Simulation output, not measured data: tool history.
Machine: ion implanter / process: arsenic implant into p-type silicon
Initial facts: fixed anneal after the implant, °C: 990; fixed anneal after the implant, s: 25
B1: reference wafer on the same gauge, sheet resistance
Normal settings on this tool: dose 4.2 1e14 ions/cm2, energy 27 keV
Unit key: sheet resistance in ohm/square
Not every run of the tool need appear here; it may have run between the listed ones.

run 1 hour=0 | dose=4.2 energy=27 | B1=194.04 | sheet_resistance=228.83
run 2 hour=31.6 | dose=4.2 energy=27 | B1=193.99 | sheet_resistance=227.71
run 3 hour=47.8 | dose=4.2 energy=27 | B1=194.01 | sheet_resistance=227.68
run 4 hour=60.1 | dose=4.59 energy=27 | B1=193.97 | sheet_resistance=212.75
run 5 hour=88.9 | dose=4.2 energy=27 | B1=193.98 | sheet_resistance=227.72
run 6 hour=101.1 | dose=4.2 energy=27 | B1=194.02 | sheet_resistance=228.31
run 7 hour=123.4 | dose=4.2 energy=27 | B1=193.98 | sheet_resistance=227.48
run 8 hour=154.8 | dose=4.2 energy=22.5 | B1=193.98 | sheet_resistance=233.23
run 9 hour=173.2 | dose=4.2 energy=27 | B1=193.96 | sheet_resistance=227.94
-- hour=176 gauge calibrated
-- hour=207.8 extraction supply calibrated
run 10 hour=208.8 | dose=4.2 energy=27 | B1=194.05 | sheet_resistance=227.42
run 11 hour=229.1 | dose=3.04 energy=19 | B1=194.05 | sheet_resistance=304.02
run 12 hour=257.6 | dose=4.94 energy=27 | B1=194.05 | sheet_resistance=201.43
-- hour=286.4 Faraday cup replaced and dose calibrated
run 13 hour=286.9 | dose=5.41 energy=22.5 | B1=193.99 | sheet_resistance=202.2
run 14 hour=298.4 | dose=3.66 energy=27 | B1=194.04 | sheet_resistance=262.74
run 15 hour=323.3 | dose=4.57 energy=31.5 | B1=194.01 | sheet_resistance=217.73
run 16 hour=355.1 | dose=3.51 energy=30.5 | B1=193.97 | sheet_resistance=266.22
run 17 hour=385 | dose=3.69 energy=29.5 | B1=194.01 | sheet_resistance=257.92

Run 18 is up next; what results do you expect?
run 18 hour=407.9 | dose=4.2 energy=27 | B1=? | sheet_resistance=?

Run 18 measured B1 193.94, sheet resistance 236.39 ohm/square.
If the tool had no hidden condition, the same run with the same run-to-run variation would have returned sheet resistance 235.72 ohm/square.

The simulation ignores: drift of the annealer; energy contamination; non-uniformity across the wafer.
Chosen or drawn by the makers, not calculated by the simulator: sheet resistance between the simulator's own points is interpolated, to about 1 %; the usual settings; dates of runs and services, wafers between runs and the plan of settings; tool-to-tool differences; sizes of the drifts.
